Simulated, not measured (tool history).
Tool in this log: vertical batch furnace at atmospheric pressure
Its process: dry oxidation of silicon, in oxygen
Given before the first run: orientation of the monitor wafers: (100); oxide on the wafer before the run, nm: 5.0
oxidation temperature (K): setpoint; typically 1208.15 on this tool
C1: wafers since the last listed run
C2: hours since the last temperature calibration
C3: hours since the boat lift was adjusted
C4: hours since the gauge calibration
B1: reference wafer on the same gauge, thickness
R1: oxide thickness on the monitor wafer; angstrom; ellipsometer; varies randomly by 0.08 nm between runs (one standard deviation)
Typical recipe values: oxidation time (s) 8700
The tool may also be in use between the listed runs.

Run 1, day 0.000: usual settings; C1 0; C2 1739.4; C3 1391.7; C4 102.1; B1 48.81. Result: R1 469.8 angstrom.
Run 2, day 0.875: usual settings; C1 269; C2 1760.4; C3 1412.7; C4 123.1; B1 48.76. Result: R1 468.9 angstrom.
Run 3, day 3.083: usual settings; C1 678; C2 1813.4; C3 1465.7; C4 176.1; B1 48.80. Result: R1 469.0 angstrom.
Run 4, day 3.696: usual settings; C1 188; C2 1828.1; C3 1480.4; C4 190.8; B1 48.80. Result: R1 469.8 angstrom.
Run 5, day 4.696: usual settings; C1 307; C2 1852.1; C3 1504.4; C4 214.8; B1 48.80. Result: R1 471.0 angstrom.
Run 6, day 5.538: usual settings but oxidation temperature (K) 1216.15; C1 258; C2 1872.3; C3 1524.6; C4 235.0; B1 48.81. Result: R1 508.6 angstrom.
Run 7, day 6.254: usual settings but oxidation temperature (K) 1216.15; C1 220; C2 1889.5; C3 1541.8; C4 252.2; B1 48.81. Result: R1 510.0 angstrom.
Run 8, day 6.692: usual settings; C1 134; C2 1900.0; C3 1552.3; C4 262.7; B1 48.79. Result: R1 469.1 angstrom.
Run 9, day 7.592: usual settings but oxidation temperature (K) 1190.15; C1 276; C2 1921.6; C3 1573.9; C4 284.3; B1 48.80. Result: R1 390.4 angstrom.
Run 10, day 9.396: usual settings but oxidation temperature (K) 1190.15; C1 554; C2 1964.9; C3 1617.2; C4 327.6; B1 48.76. Result: R1 390.0 angstrom.
At day 10.404: gauge calibrated.
At day 10.512: thermocouples replaced and temperature profile calibrated.
Run 11, day 10.533: usual settings but oxidation temperature (K) 1218.15, oxidation time (s) 4440; C1 42; C2 0.5; C3 1644.5; C4 3.1; B1 48.80. Result: R1 316.7 angstrom.
Run 12, day 10.783: usual settings but oxidation temperature (K) 1185.15, oxidation time (s) 7380; C1 76; C2 6.5; C3 1650.5; C4 9.1; B1 48.77. Result: R1 319.9 angstrom.
Run 13, day 11.038: usual settings; C1 78; C2 12.6; C3 1656.6; C4 15.2; B1 48.79. Result: R1 452.5 angstrom.
At day 12.354: boat lift adjusted.
Run 14, day 12.375: usual settings but oxidation time (s) 11190; C1 103; C2 44.7; C3 0.5; C4 47.3; B1 48.80. Result: R1 541.8 angstrom.
Run 15, day 12.625: usual settings but oxidation temperature (K) 1222.15, oxidation time (s) 12420; C1 76; C2 50.7; C3 6.5; C4 53.3; B1 48.79. Result: R1 671.5 angstrom.
Run 16, day 13.250: usual settings but oxidation time (s) 10230; C1 192; C2 65.7; C3 21.5; C4 68.3; B1 48.82. Result: R1 509.6 angstrom.
Run 17, day 13.612: usual settings but oxidation temperature (K) 1232.15, oxidation time (s) 7020; C1 111; C2 74.4; C3 30.2; C4 77.0; B1 48.79. Result: R1 493.4 angstrom.
Run 18, day 14.625: usual settings but oxidation temperature (K) 1189.15, oxidation time (s) 6090; C1 311; C2 98.7; C3 54.5; C4 101.3; B1 48.79. Result: R1 295.2 angstrom.
Run 19, day 15.271: usual settings but oxidation temperature (K) 1222.15; C1 198; C2 114.2; C3 70.0; C4 116.8; B1 48.79. Result: R1 523.0 angstrom.
Run 20, day 16.154: usual settings but oxidation temperature (K) 1190.15; C1 271; C2 135.4; C3 91.2; C4 138.0; B1 48.81. Result: R1 377.4 angstrom.

Forecast each of these 5 alternatives for the next run:
Run A, day 16.408: usual settings but oxidation temperature (K) 1229.15; C1 78; C2 141.5; C3 97.3; C4 144.1; B1 ?. Result: R1 ?.
Run B, day 16.408: usual settings but oxidation temperature (K) 1195.15, oxidation time (s) 12630; C1 78; C2 141.5; C3 97.3; C4 144.1; B1 ?. Result: R1 ?.
Run C, day 16.408: usual settings but oxidation temperature (K) 1188.15, oxidation time (s) 12570; C1 78; C2 141.5; C3 97.3; C4 144.1; B1 ?. Result: R1 ?.
Run D, day 16.408: usual settings but oxidation temperature (K) 1186.15; C1 78; C2 141.5; C3 97.3; C4 144.1; B1 ?. Result: R1 ?.
Run E, day 16.408: usual settings but oxidation temperature (K) 1193.15, oxidation time (s) 7170; C1 78; C2 141.5; C3 97.3; C4 144.1; B1 ?. Result: R1 ?.

run     B1     R1
  A  48.79  558.4
  B  48.79  517.0
  C  48.79  477.8
  D  48.79  362.6
  E  48.79  341.7
With the hidden condition removed and each run's random variation left untouched, the same runs would have given:
run     R1
  A  549.9
  B  507.4
  C  468.9
  D  356.2
  E  335.8
